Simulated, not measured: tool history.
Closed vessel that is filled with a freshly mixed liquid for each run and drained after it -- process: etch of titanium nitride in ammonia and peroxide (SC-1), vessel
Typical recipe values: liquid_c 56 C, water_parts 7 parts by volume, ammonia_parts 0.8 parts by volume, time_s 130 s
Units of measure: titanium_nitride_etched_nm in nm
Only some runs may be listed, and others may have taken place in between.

run,hour,liquid_c,water_parts,ammonia_parts,time_s,"read-back film thickness of the titanium nitride reference wafer, read on the same gauge (nm)",titanium_nitride_etched_nm
1,0,56,7,0.8,130,40.01,9.81
2,13.1,56,7,0.8,130,40.03,9.97
3,23.2,56,7,0.8,130,40.04,9.85
4,31.5,56,7,0.8,130,40,9.84
5,42.7,56,7,0.8,130,40.03,9.93
# hour 51.3: ammonia flow meter replaced
6,55.7,56,7,0.8,130,40.04,9.8
7,63.4,56,7,0.8,130,40.02,9.97
8,76.8,59,7,0.8,130,39.99,12.16
9,83.4,59,7,0.8,130,39.97,11.98
10,89.7,52.5,7,0.8,130,40.01,7.88
11,107.4,56,7,1.05,190,39.99,14.95
12,114.1,56,7,0.65,55,40.02,3.99
13,123.5,56,7,0.8,80,39.97,6.03
# hour 145.1: new drum of ammonia solution connected
# hour 152.5: gauge calibrated
14,171.5,56,10.5,1.15,130,40.02,8.49
15,178.9,56,5.5,0.8,130,39.99,11.1
16,191.6,56,7,0.8,130,40.01,9.88
17,205,53.5,7,0.8,130,39.99,8.37
18,211.1,56,7,0.8,130,40.04,9.72
19,221.9,56,7,0.8,130,40.03,9.9
20,228.9,56,7,1.1,130,39.99,10.41
# hour 234.2: thermometer replaced
21,244.7,56,7,0.8,65,40,4.98
22,258.8,56,7,0.8,130,40.03,9.84
23,272.9,56,7,0.55,130,40.01,9.27
24,287.5,56,7,0.8,130,39.99,9.96
25,300.6,61,8.5,0.4,165,40.02,14.11
26,306.7,63.5,10.5,0.8,55,40,5.54
27,313.7,53,9.5,0.5,105,40,5.06

Give the tool's hidden conditions for every run:
liquid colder than its thermometer reads (K): 0 at every run
ammonia flow above the setpoint (%): 0 at every run
ammonia solution weaker than its label (%): 0 at every run
gauge reads high (%): 0 at every run

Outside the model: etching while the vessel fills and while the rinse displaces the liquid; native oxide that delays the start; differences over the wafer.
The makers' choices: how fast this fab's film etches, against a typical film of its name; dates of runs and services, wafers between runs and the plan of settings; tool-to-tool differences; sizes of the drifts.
